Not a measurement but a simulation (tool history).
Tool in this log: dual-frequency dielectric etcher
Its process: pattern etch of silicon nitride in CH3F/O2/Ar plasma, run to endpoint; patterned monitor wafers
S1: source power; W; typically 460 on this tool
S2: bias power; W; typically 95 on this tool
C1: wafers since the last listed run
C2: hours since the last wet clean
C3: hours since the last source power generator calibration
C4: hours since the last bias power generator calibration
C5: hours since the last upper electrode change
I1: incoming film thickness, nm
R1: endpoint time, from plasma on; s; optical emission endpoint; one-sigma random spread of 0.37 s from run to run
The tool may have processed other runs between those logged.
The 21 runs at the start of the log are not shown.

| run | hour | S1 | S2 | C1 | C2 | C3 | C4 | C5 | I1 | R1 |
|---|---|---|---|---|---|---|---|---|---|---|
| 22 | 540.9 | 410 | 114 | 235 | 234.1 | 1547.8 | 299.4 | 94.0 | 37.76 | 44.2 |
| 23 | 571.2 | 460 | 73 | 233 | 264.4 | 1578.1 | 329.7 | 124.3 | 37.95 | 50.8 |
|  | 580.4 | source power generator calibrated |
| 24 | 584.1 | 560 | 79 | 68 | 277.3 | 3.7 | 342.6 | 137.2 | 37.62 | 46.7 |
| 25 | 611.0 | 460 | 72 | 207 | 304.2 | 30.6 | 369.5 | 164.1 | 38.12 | 51.9 |
| 26 | 636.3 | 550 | 110 | 195 | 329.5 | 55.9 | 394.8 | 189.4 | 37.42 | 40.2 |
| 27 | 666.1 | 370 | 95 | 229 | 359.3 | 85.7 | 424.6 | 219.2 | 37.78 | 48.5 |
| 28 | 685.0 | 500 | 109 | 145 | 378.2 | 104.6 | 443.5 | 238.1 | 37.62 | 41.4 |
| 29 | 708.6 | 360 | 79 | 181 | 401.8 | 128.2 | 467.1 | 261.7 | 37.76 | 51.8 |
|  | 735.2 | wet clean of the chamber |
| 30 | 738.1 | 350 | 83 | 42 | 2.9 | 157.7 | 496.6 | 291.2 | 38.03 | 53.3 |
| 31 | 757.8 | 460 | 95 | 151 | 22.6 | 177.4 | 516.3 | 310.9 | 37.61 | 46.6 |
| 32 | 792.4 | 460 | 79 | 266 | 57.2 | 212.0 | 550.9 | 345.5 | 37.66 | 50.3 |
| 33 | 817.3 | 460 | 95 | 191 | 82.1 | 236.9 | 575.8 | 370.4 | 37.53 | 45.9 |
| 34 | 832.9 | 460 | 106 | 120 | 97.7 | 252.5 | 591.4 | 386.0 | 37.88 | 44.4 |

Alternative continuations, all from the tool just after run 34; predict every row:
| A | 833.3 | 460 | 95 | 3 | 98.1 | 252.9 | 591.8 | 386.4 | 37.84 | ? |
| B | 833.3 | 360 | 95 | 3 | 98.1 | 252.9 | 591.8 | 386.4 | 37.84 | ? |
| C | 833.3 | 530 | 102 | 3 | 98.1 | 252.9 | 591.8 | 386.4 | 37.84 | ? |
| D | 833.3 | 550 | 105 | 3 | 98.1 | 252.9 | 591.8 | 386.4 | 37.84 | ? |
| E | 833.3 | 420 | 79 | 3 | 98.1 | 252.9 | 591.8 | 386.4 | 37.84 | ? |

| run | R1 |
|---|---|
| A | 46.7 |
| B | 49.9 |
| C | 43.6 |
| D | 42.6 |
| E | 51.6 |
With no hidden state in the tool, these same runs would have given:
| run | R1 |
|---|---|
| A | 47.6 |
| B | 50.8 |
| C | 44.4 |
| D | 43.4 |
| E | 52.5 |

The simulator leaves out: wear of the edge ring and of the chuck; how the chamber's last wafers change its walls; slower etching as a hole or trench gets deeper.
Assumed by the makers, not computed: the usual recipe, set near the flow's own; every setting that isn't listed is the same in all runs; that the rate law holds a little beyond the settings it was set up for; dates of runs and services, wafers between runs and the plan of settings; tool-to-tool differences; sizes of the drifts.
